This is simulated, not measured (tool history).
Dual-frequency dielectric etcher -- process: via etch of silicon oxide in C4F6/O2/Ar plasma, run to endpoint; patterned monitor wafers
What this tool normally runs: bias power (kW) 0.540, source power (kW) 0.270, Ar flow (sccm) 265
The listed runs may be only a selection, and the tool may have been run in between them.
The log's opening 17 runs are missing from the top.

run     day  bias power (kW)  source power (kW)  Ar flow (sccm)  wafers since the last listed run  hours since the last wet clean  hours since the last bias power generator calibration  hours since the last source power generator calibration  hours since the last Ar flow controller change  hours since the last upper electrode change  incoming incoming film thickness, nm  endpoint time (s)
     33.821  -- wet clean of the chamber
 18  34.642            0.540              0.220             321                               650                            19.7                                                  359.2                                                    224.2                                           473.3                                        462.7                                  88.1               21.9
 19  37.638            0.609              0.220             231                              1243                            91.6                                                  431.1                                                    296.1                                           545.2                                        534.6                                  87.8               19.8
 20  40.300            0.472              0.240             207                              1105                           155.5                                                  495.0                                                    360.0                                           609.1                                        598.5                                  88.5               22.8
 21  42.983            0.587              0.270             213                              1114                           219.9                                                  559.4                                                    424.4                                           673.5                                        662.9                                  87.2               19.0
 22  45.029            0.540              0.270             265                               849                           269.0                                                  608.5                                                    473.5                                           722.6                                        712.0                                  88.0               20.6
 23  46.938            0.453              0.320             326                               792                           314.8                                                  654.3                                                    519.3                                           768.4                                        757.8                                  86.8               22.0
 24  49.571            0.580              0.240             328                              1093                           378.0                                                  717.5                                                    582.5                                           831.6                                        821.0                                  87.6               20.6
 25  52.004            0.540              0.270             229                              1010                           436.4                                                  775.9                                                    640.9                                           890.0                                        879.4                                  87.6               20.2
 26  54.467            0.540              0.270             265                              1022                           495.5                                                  835.0                                                    700.0                                           949.1                                        938.5                                  88.2               20.7
     56.238  -- wet clean of the chamber
 27  56.258            0.458              0.210             299                               328                             0.5                                                  878.0                                                    743.0                                           992.1                                        981.5                                  86.7               24.0
 28  57.496            0.470              0.230             204                               513                            30.2                                                  907.7                                                    772.7                                          1021.8                                       1011.2                                  87.2               22.6
 29  58.929            0.490              0.220             290                               595                            64.6                                                  942.1                                                    807.1                                          1056.2                                       1045.6                                  87.8               22.8
 30  60.333            0.610              0.230             214                               582                            98.3                                                  975.8                                                    840.8                                          1089.9                                       1079.3                                  87.2               19.3

Predict each of these 3 candidate next runs independently; none follows another, all start after run 30:
  A  60.350            0.458              0.270             265                                 6                            98.7                                                  976.2                                                    841.2                                          1090.3                                       1079.7                                  87.6                  ?
  B  60.350            0.595              0.210             237                                 6                            98.7                                                  976.2                                                    841.2                                          1090.3                                       1079.7                                  87.6                  ?
  C  60.350            0.588              0.270             265                                 6                            98.7                                                  976.2                                                    841.2                                          1090.3                                       1079.7                                  87.6                  ?

run  endpoint time (s)
  A               22.6
  B               20.4
  C               19.5
What these runs would have given with no unlogged condition in the tool:
run  endpoint time (s)
  A               22.5
  B               20.3
  C               19.4

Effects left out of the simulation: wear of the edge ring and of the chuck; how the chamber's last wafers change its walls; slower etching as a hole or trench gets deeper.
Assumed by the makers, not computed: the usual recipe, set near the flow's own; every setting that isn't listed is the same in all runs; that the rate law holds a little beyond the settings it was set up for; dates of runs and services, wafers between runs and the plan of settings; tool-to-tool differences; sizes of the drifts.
